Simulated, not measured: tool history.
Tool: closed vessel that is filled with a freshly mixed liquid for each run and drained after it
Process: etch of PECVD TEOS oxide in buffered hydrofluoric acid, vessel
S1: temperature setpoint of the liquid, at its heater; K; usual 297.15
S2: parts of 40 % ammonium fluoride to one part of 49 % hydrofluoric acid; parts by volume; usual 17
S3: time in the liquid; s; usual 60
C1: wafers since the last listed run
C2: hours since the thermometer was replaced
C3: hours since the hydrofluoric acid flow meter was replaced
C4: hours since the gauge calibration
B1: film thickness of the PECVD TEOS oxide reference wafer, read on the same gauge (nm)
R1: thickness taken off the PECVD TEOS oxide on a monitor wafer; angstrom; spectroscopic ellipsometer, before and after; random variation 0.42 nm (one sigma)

Run 1, day 0: usual settings but S2 14.5 parts by volume; C1 0; C2 2021.7; C3 443.2; C4 672.6; B1 99.99. Result: R1 1446.2 angstrom.
Run 2, day 1.596: usual settings but S2 14.5 parts by volume; C1 4343; C2 2060; C3 481.5; C4 710.9; B1 100.02. Result: R1 1447.1 angstrom.
Run 3, day 3.758: usual settings; C1 5886; C2 2111.9; C3 533.4; C4 762.8; B1 100. Result: R1 1253.5 angstrom.
Run 4, day 6.238: usual settings; C1 6748; C2 2171.4; C3 592.9; C4 822.3; B1 99.99. Result: R1 1250.8 angstrom.
Run 5, day 8.817: usual settings; C1 7020; C2 2233.3; C3 654.8; C4 884.2; B1 99.99. Result: R1 1242.6 angstrom.
Run 6, day 13.133: usual settings but S3 85 s; C1 11749; C2 2336.9; C3 758.4; C4 987.8; B1 99.97. Result: R1 1779.1 angstrom.
Run 7, day 15.621: usual settings but S3 85 s; C1 6770; C2 2396.6; C3 818.1; C4 1047.5; B1 100. Result: R1 1772.9 angstrom.
Run 8, day 19.192: usual settings but S3 85 s; C1 9719; C2 2482.3; C3 903.8; C4 1133.2; B1 100.01. Result: R1 1782.7 angstrom.
At day 19.771: gauge calibrated.
Run 9, day 21.054: usual settings; C1 5069; C2 2527; C3 948.5; C4 30.8; B1 99.99. Result: R1 1258.2 angstrom.
At day 23.075: thermometer replaced.
Run 10, day 25.538: usual settings but S3 75 s; C1 12089; C2 59.1; C3 1056.1; C4 138.4; B1 100.01. Result: R1 1572.6 angstrom.
Run 11, day 29.517: usual settings but S3 85 s; C1 10831; C2 154.6; C3 1151.6; C4 233.9; B1 100. Result: R1 1795.3 angstrom.
Run 12, day 31.467: usual settings but S1 300.65 K, S3 35 s; C1 5307; C2 201.4; C3 1198.4; C4 280.7; B1 100.02. Result: R1 898 angstrom.
Run 13, day 33.658: usual settings; C1 5965; C2 254; C3 1251; C4 333.3; B1 99.98. Result: R1 1266.4 angstrom.
At day 37: hydrofluoric acid flow meter replaced.
Run 14, day 37.721: usual settings but S1 302.15 K, S2 20 parts by volume, S3 35 s; C1 10944; C2 351.5; C3 17.3; C4 430.8; B1 100.01. Result: R1 796.4 angstrom.
Run 15, day 40.346: usual settings but S1 301.15 K, S2 22 parts by volume, S3 35 s; C1 7145; C2 414.5; C3 80.3; C4 493.8; B1 99.99. Result: R1 709.2 angstrom.
Run 16, day 43.875: usual settings but S3 70 s; C1 9606; C2 499.2; C3 165; C4 578.5; B1 99.99. Result: R1 1435 angstrom.

Run 17 comes next. What will it give?
Run 17, day 45.875: usual settings but S1 300.15 K, S2 11.5 parts by volume; C1 5443; C2 547.2; C3 213; C4 626.5; B1 ?. Result: R1 ?.

Run 17 gave B1 100.03, R1 2127.5 angstrom.
Without the tool's hidden state the same run would have given R1 2107.5 angstrom.
